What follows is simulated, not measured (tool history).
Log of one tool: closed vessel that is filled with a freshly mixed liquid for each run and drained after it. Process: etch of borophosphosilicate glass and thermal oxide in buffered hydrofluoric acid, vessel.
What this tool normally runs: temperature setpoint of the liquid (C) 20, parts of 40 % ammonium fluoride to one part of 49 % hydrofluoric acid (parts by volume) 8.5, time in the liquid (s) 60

| run | day | temperature setpoint of the liquid (C) | parts of 40 % ammonium fluoride to one part of 49 % hydrofluoric acid (parts by volume) | time in the liquid (s) | wafers since the last listed run | hours since the thermometer was replaced | hours since the hydrofluoric acid flow meter was replaced | hours since the gauge calibration | read-back film thickness of the borophosphosilicate glass reference wafer, read on the same gauge (nm) | read-back film thickness of the thermal oxide reference wafer, read on the same gauge (nm) | thickness taken off the borophosphosilicate glass on a monitor wafer (angstrom) | thickness taken off the thermal oxide on a monitor wafer (angstrom) |
|---|---|---|---|---|---|---|---|---|---|---|---|---|
| 1 | 0 | 21.5 | 8.5 | 60 | 0 | 3115.3 | 2139.8 | 168.7 | 49.98 | 130 | 1397.1 | 645.8 |
| 2 | 0.742 | 21.5 | 8.5 | 60 | 1201 | 3133.1 | 2157.6 | 186.5 | 49.98 | 129.98 | 1391.1 | 648.6 |
| 3 | 1.171 | 21.5 | 8.5 | 60 | 695 | 3143.4 | 2167.9 | 196.8 | 49.99 | 129.98 | 1402 | 635.5 |
| 4 | 1.654 | 20 | 8.5 | 55 | 782 | 3155 | 2179.5 | 208.4 | 50.03 | 130.01 | 1185.6 | 542.8 |
| 5 | 2.142 | 20 | 8.5 | 55 | 789 | 3166.7 | 2191.2 | 220.1 | 50.03 | 129.99 | 1160.7 | 549.8 |
| 6 | 2.525 | 20 | 8.5 | 60 | 620 | 3175.9 | 2200.4 | 229.3 | 49.98 | 130.02 | 1282.4 | 592.7 |
| 7 | 2.933 | 20 | 11 | 60 | 661 | 3185.7 | 2210.2 | 239.1 | 50 | 129.99 | 1025.3 | 480.1 |
| 8 | 3.304 | 20 | 8.5 | 60 | 600 | 3194.6 | 2219.1 | 248 | 50.01 | 130.02 | 1295 | 595.2 |
|  | 3.683 | hydrofluoric acid flow meter replaced |
| 9 | 3.767 | 20 | 8.5 | 60 | 681 | 3205.7 | 2 | 259.1 | 50.03 | 129.99 | 1293.4 | 600.6 |
| 10 | 4.408 | 20 | 11 | 60 | 1039 | 3221.1 | 17.4 | 274.5 | 49.99 | 130.01 | 1029.8 | 470.3 |
| 11 | 6.412 | 21.5 | 8.5 | 60 | 3245 | 3269.2 | 65.5 | 322.6 | 49.96 | 130.02 | 1383.9 | 638.2 |
|  | 6.483 | gauge calibrated |
| 12 | 6.7 | 18.5 | 10 | 85 | 465 | 3276.1 | 72.4 | 5.2 | 49.98 | 130.02 | 1483.3 | 677.3 |
|  | 6.979 | thermometer replaced |
| 13 | 7.042 | 20 | 7 | 90 | 485 | 1.5 | 80.6 | 13.4 | 50.01 | 129.99 | 2385.6 | 1093.1 |
| 14 | 7.733 | 20 | 8.5 | 60 | 1120 | 18.1 | 97.2 | 30 | 49.98 | 130 | 1277.8 | 591.3 |
| 15 | 8.317 | 17 | 6 | 60 | 944 | 32.1 | 111.2 | 44 | 50.01 | 130 | 1529.3 | 699.1 |
| 16 | 8.671 | 24 | 7 | 90 | 573 | 40.6 | 119.7 | 52.5 | 49.99 | 129.98 | 2985.5 | 1364.5 |
| 17 | 9.396 | 20 | 8.5 | 50 | 1174 | 58 | 137.1 | 69.9 | 50 | 129.98 | 1054.9 | 490.4 |
| 18 | 9.929 | 24 | 8.5 | 35 | 863 | 70.8 | 149.9 | 82.7 | 50 | 130 | 920.9 | 432.1 |

Hidden state at the last listed run before each entry between runs and at the first one after, where it differs:
Runs 8 to 9: hydrofluoric acid flow meter replaced (day 3.683)
  nothing in the hidden state changes from one run to the other
Runs 11 to 12: gauge calibrated (day 6.483)
  nothing in the hidden state changes from one run to the other
Runs 12 to 13: thermometer replaced (day 6.979)
  nothing in the hidden state changes from one run to the other
